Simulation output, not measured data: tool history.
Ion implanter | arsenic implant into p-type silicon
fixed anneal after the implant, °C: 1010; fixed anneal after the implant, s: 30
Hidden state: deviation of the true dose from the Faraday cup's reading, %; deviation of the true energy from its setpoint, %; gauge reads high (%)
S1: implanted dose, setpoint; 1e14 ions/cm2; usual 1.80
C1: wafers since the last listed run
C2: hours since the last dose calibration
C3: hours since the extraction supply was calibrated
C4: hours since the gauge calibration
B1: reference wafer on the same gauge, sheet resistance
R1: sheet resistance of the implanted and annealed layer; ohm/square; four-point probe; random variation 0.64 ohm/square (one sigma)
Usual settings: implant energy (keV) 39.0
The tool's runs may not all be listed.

Run 1, hour 0.0: usual settings; C1 0; C2 690.3; C3 5349.5; C4 3202.3; B1 450.10. Result: R1 426.55 ohm/square.
Run 2, hour 94.8: usual settings; C1 1681; C2 785.1; C3 5444.3; C4 3297.1; B1 449.97. Result: R1 425.01 ohm/square.
Run 3, hour 180.8: usual settings; C1 1525; C2 871.1; C3 5530.3; C4 3383.1; B1 449.87. Result: R1 423.36 ohm/square.
Run 4, hour 448.5: usual settings but S1 1.45 1e14 ions/cm2, implant energy (keV) 33.0; C1 4748; C2 1138.8; C3 5798.0; C4 3650.8; B1 450.11. Result: R1 507.32 ohm/square.
Run 5, hour 577.9: usual settings but S1 1.45 1e14 ions/cm2, implant energy (keV) 33.0; C1 2295; C2 1268.2; C3 5927.4; C4 3780.2; B1 450.09. Result: R1 507.98 ohm/square.
Run 6, hour 698.8: usual settings but S1 1.45 1e14 ions/cm2, implant energy (keV) 33.0; C1 2144; C2 1389.1; C3 6048.3; C4 3901.1; B1 450.07. Result: R1 507.72 ohm/square.
Run 7, hour 756.9: usual settings; C1 1030; C2 1447.2; C3 6106.4; C4 3959.2; B1 450.01. Result: R1 424.00 ohm/square.
Run 8, hour 821.5: usual settings; C1 1145; C2 1511.8; C3 6171.0; C4 4023.8; B1 449.93. Result: R1 422.55 ohm/square.
Run 9, hour 880.8: usual settings; C1 1051; C2 1571.1; C3 6230.3; C4 4083.1; B1 450.10. Result: R1 424.02 ohm/square.
Run 10, hour 945.0: usual settings; C1 1138; C2 1635.3; C3 6294.5; C4 4147.3; B1 449.86. Result: R1 423.45 ohm/square.
Run 11, hour 1045.9: usual settings; C1 1789; C2 1736.2; C3 6395.4; C4 4248.2; B1 450.08. Result: R1 422.35 ohm/square.
Run 12, hour 1115.4: usual settings; C1 1232; C2 1805.7; C3 6464.9; C4 4317.7; B1 449.94. Result: R1 421.73 ohm/square.
At hour 1139.6: Faraday cup replaced and dose calibrated.
Run 13, hour 1209.4: usual settings; C1 1525; C2 69.8; C3 6558.9; C4 4411.7; B1 450.11. Result: R1 427.81 ohm/square.
Run 14, hour 1253.9: usual settings but S1 2.19 1e14 ions/cm2, implant energy (keV) 49.5; C1 789; C2 114.3; C3 6603.4; C4 4456.2; B1 449.93. Result: R1 357.00 ohm/square.
At hour 1266.1: gauge calibrated.
Run 15, hour 1307.2: usual settings; C1 945; C2 167.6; C3 6656.7; C4 41.1; B1 449.98. Result: R1 425.64 ohm/square.
Run 16, hour 1359.8: usual settings but S1 1.45 1e14 ions/cm2, implant energy (keV) 33.5; C1 933; C2 220.2; C3 6709.3; C4 93.7; B1 450.17. Result: R1 508.79 ohm/square.
Run 17, hour 1447.7: usual settings; C1 1559; C2 308.1; C3 6797.2; C4 181.6; B1 450.05. Result: R1 425.27 ohm/square.
Run 18, hour 1541.3: usual settings but S1 1.61 1e14 ions/cm2, implant energy (keV) 33.5; C1 1660; C2 401.7; C3 6890.8; C4 275.2; B1 449.87. Result: R1 473.12 ohm/square.
Run 19, hour 1582.8: usual settings but S1 2.10 1e14 ions/cm2, implant energy (keV) 51.5; C1 736; C2 443.2; C3 6932.3; C4 316.7; B1 450.01. Result: R1 364.97 ohm/square.
Run 20, hour 1639.8: usual settings; C1 1011; C2 500.2; C3 6989.3; C4 373.7; B1 449.87. Result: R1 424.88 ohm/square.
Run 21, hour 1722.7: usual settings but S1 2.33 1e14 ions/cm2; C1 1470; C2 583.1; C3 7072.2; C4 456.6; B1 449.85. Result: R1 352.08 ohm/square.
Run 22, hour 1824.2: usual settings; C1 1800; C2 684.6; C3 7173.7; C4 558.1; B1 450.01. Result: R1 425.18 ohm/square.
At hour 1904.5: extraction supply calibrated.
Run 23, hour 1919.8: usual settings but S1 2.20 1e14 ions/cm2, implant energy (keV) 33.0; C1 1553; C2 780.2; C3 15.3; C4 653.7; B1 450.00. Result: R1 377.12 ohm/square.
Run 24, hour 1992.2: usual settings but S1 1.47 1e14 ions/cm2, implant energy (keV) 32.5; C1 1284; C2 852.6; C3 87.7; C4 726.1; B1 450.21. Result: R1 507.01 ohm/square.
Run 25, hour 2054.9: usual settings; C1 1112; C2 915.3; C3 150.4; C4 788.8; B1 449.97. Result: R1 424.93 ohm/square.
Run 26, hour 2108.4: usual settings but S1 2.33 1e14 ions/cm2, implant energy (keV) 31.5; C1 948; C2 968.8; C3 203.9; C4 842.3; B1 450.05. Result: R1 363.22 ohm/square.
Run 27, hour 2284.8: usual settings; C1 3128; C2 1145.2; C3 380.3; C4 1018.7; B1 449.86. Result: R1 424.31 ohm/square.
Run 28, hour 2322.6: usual settings but S1 1.95 1e14 ions/cm2; C1 670; C2 1183.0; C3 418.1; C4 1056.5; B1 450.01. Result: R1 400.57 ohm/square.
Run 29, hour 2360.3: usual settings but S1 1.29 1e14 ions/cm2, implant energy (keV) 43.0; C1 668; C2 1220.7; C3 455.8; C4 1094.2; B1 450.05. Result: R1 525.68 ohm/square.
Run 30, hour 2463.4: usual settings but S1 2.13 1e14 ions/cm2, implant energy (keV) 27.0; C1 1828; C2 1323.8; C3 558.9; C4 1197.3; B1 450.13. Result: R1 396.78 ohm/square.
Run 31, hour 2553.0: usual settings; C1 1589; C2 1413.4; C3 648.5; C4 1286.9; B1 449.99. Result: R1 423.39 ohm/square.
Run 32, hour 2591.9: usual settings; C1 690; C2 1452.3; C3 687.4; C4 1325.8; B1 450.17. Result: R1 421.86 ohm/square.
Run 33, hour 2656.2: usual settings but implant energy (keV) 46.5; C1 1140; C2 1516.6; C3 751.7; C4 1390.1; B1 450.27. Result: R1 410.75 ohm/square.
Run 34, hour 2722.4: usual settings; C1 1174; C2 1582.8; C3 817.9; C4 1456.3; B1 449.94. Result: R1 423.91 ohm/square.
Run 35, hour 2762.3: usual settings but S1 1.51 1e14 ions/cm2, implant energy (keV) 49.5; C1 707; C2 1622.7; C3 857.8; C4 1496.2; B1 449.96. Result: R1 459.55 ohm/square.
Run 36, hour 2855.2: usual settings but S1 2.21 1e14 ions/cm2, implant energy (keV) 42.5; C1 1647; C2 1715.6; C3 950.7; C4 1589.1; B1 450.01. Result: R1 359.93 ohm/square.
Run 37, hour 2917.4: usual settings but S1 1.40 1e14 ions/cm2, implant energy (keV) 29.5; C1 1103; C2 1777.8; C3 1012.9; C4 1651.3; B1 449.97. Result: R1 527.80 ohm/square.

The tool's hidden state at each run:
deviation of the true energy from its setpoint, %: 0 in every run
gauge reads high (%): 0 in every run
H1: deviation of the true dose from the Faraday cup's reading, %
run     H1
  1  0.627
  2  0.694
  3  0.754
  4  0.943
  5   1.03
  6   1.12
  7   1.16
  8    1.2
  9   1.25
 10   1.29
 11   1.36
 12   1.41
 13  0.188
 14  0.219
 15  0.257
 16  0.294
 17  0.356
 18  0.421
 19  0.451
 20  0.491
 21  0.549
 22   0.62
 23  0.687
 24  0.738
 25  0.782
 26   0.82
 27  0.944
 28   0.97
 29  0.997
 30   1.07
 31   1.13
 32   1.16
 33    1.2
 34   1.25
 35   1.28
 36   1.34
 37   1.39

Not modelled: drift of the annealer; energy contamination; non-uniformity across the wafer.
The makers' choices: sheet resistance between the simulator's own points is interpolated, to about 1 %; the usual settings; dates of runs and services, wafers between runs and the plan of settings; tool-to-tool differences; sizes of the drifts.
